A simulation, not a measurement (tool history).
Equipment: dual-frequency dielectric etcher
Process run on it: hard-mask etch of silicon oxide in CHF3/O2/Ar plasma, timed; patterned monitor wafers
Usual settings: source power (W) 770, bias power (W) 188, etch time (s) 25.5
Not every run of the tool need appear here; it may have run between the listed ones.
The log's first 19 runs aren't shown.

| run | hour | source power (W) | bias power (W) | etch time (s) | read-back reference wafer on the same gauge, depth_nm | mean etch depth across the wafer (nm) |
|---|---|---|---|---|---|---|
|  | 272.3 | source power generator calibrated |
| 20 | 281.2 | 770 | 188 | 22 | 55.8 | 49.3 |
| 21 | 298 | 770 | 207 | 25.5 | 55.8 | 59.7 |
| 22 | 306.8 | 770 | 188 | 25.5 | 55.8 | 56.9 |
| 23 | 314.2 | 700 | 215 | 28.5 | 55.8 | 65.5 |
| 24 | 351.4 | 610 | 188 | 25.5 | 55.8 | 51.6 |
| 25 | 370.5 | 700 | 215 | 28.5 | 55.8 | 65 |
| 26 | 387.2 | 960 | 145 | 25.5 | 55.8 | 54.1 |
| 27 | 398.1 | 890 | 230 | 25.5 | 55.8 | 66.4 |
| 28 | 407 | 880 | 205 | 28 | 55.8 | 68.5 |
| 29 | 416.8 | 770 | 188 | 25.5 | 55.8 | 56.7 |
| 30 | 432.5 | 620 | 188 | 25.5 | 55.8 | 51.6 |

Each row is a separate what-if for the run after 30, all from the same tool condition, not one after another. Results?
| A | 432.9 | 770 | 188 | 25.5 | ? | ? |
| B | 432.9 | 650 | 149 | 30.5 | ? | ? |
| C | 432.9 | 850 | 231 | 22.5 | ? | ? |
| D | 432.9 | 770 | 145 | 22.5 | ? | ? |

| run | read-back reference wafer on the same gauge, depth_nm | mean etch depth across the wafer (nm) |
|---|---|---|
| A | 55.8 | 56.8 |
| B | 55.8 | 56 |
| C | 55.8 | 57.7 |
| D | 55.8 | 43.7 |
Without the tool's hidden state the same runs would have given:
| run | mean etch depth across the wafer (nm) |
|---|---|
| A | 58.3 |
| B | 57.5 |
| C | 59.3 |
| D | 44.9 |

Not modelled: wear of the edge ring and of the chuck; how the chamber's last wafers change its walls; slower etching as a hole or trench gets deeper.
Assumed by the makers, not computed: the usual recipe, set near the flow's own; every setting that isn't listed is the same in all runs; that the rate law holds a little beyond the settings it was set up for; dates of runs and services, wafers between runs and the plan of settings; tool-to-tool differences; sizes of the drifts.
